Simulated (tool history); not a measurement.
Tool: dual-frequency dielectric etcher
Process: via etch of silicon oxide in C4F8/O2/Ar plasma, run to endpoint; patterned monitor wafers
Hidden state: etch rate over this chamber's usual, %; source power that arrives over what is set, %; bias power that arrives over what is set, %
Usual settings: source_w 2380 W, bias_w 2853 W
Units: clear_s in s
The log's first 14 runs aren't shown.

run	hour	source_w	bias_w	wafers since the last listed run	hours since the last wet clean	hours since the last source power generator calibration	hours since the last bias power generator calibration	hours since the last upper electrode change	incoming incoming film thickness, nm	clear_s
15	173.2	2380	2853	48	396.1	4696.5	3998.8	4280.3	1146.8	196.2
16	185	2380	3071	72	407.9	4708.3	4010.6	4292.1	1146	192.8
# hour 194.3: source power generator calibrated
17	194.8	2380	3071	35	417.7	0.5	4020.4	4301.9	1134	189.8
# hour 208.2: bias power generator calibrated
18	208.7	2840	3302	60	431.6	14.4	0.5	4315.8	1139.7	179.9
19	242.1	2070	2853	205	465	47.8	33.9	4349.2	1139.1	203.7
20	259.5	2070	2853	107	482.4	65.2	51.3	4366.6	1147.3	205.8
21	267.3	2860	2144	48	490.2	73	59.1	4374.4	1149.6	195.8
22	284.3	2380	3071	104	507.2	90	76.1	4391.4	1130.3	191.8
# hour 309.2: wet clean of the chamber
23	309.7	2380	3365	8	0.5	115.4	101.5	4416.8	1137	176.5
24	314.4	1980	2259	28	5.2	120.1	106.2	4421.5	1146	201.3
# hour 340.7: upper electrode replaced
25	341.2	1990	3481	17	32	146.9	133	0.5	1142.2	187
26	341.6	2380	2151	2	32.4	147.3	133.4	0.9	1146.8	192.7
27	347.3	2380	3178	35	38.1	153	139.1	6.6	1147.9	183.7
28	361.5	2380	2853	87	52.3	167.2	153.3	20.8	1146.2	185.4
29	373.2	2380	2853	72	64	178.9	165	32.5	1134.8	182.8
30	390.4	2150	3345	105	81.2	196.1	182.2	49.7	1134.9	186.2
31	403.6	2380	2853	81	94.4	209.3	195.4	62.9	1138.7	186.2
32	420	2050	3213	101	110.8	225.7	211.8	79.3	1152.5	191.3
33	433.4	2890	2509	82	124.2	239.1	225.2	92.7	1144.2	179.3
34	442.1	2890	3303	53	132.9	247.8	233.9	101.4	1147.5	170

Forecast each of these 4 alternatives for the next run:
A	442.6	2120	2853	3	133.4	248.3	234.4	101.9	1140.3	?
B	442.6	1930	2211	3	133.4	248.3	234.4	101.9	1140.3	?
C	442.6	2780	2853	3	133.4	248.3	234.4	101.9	1140.3	?
D	442.6	1880	3409	3	133.4	248.3	234.4	101.9	1140.3	?

run	clear_s
A	191.6
B	205.2
C	176.3
D	192.2
Without the tool's hidden state the same runs would have given:
run	clear_s
A	190
B	203.5
C	174.9
D	190.6
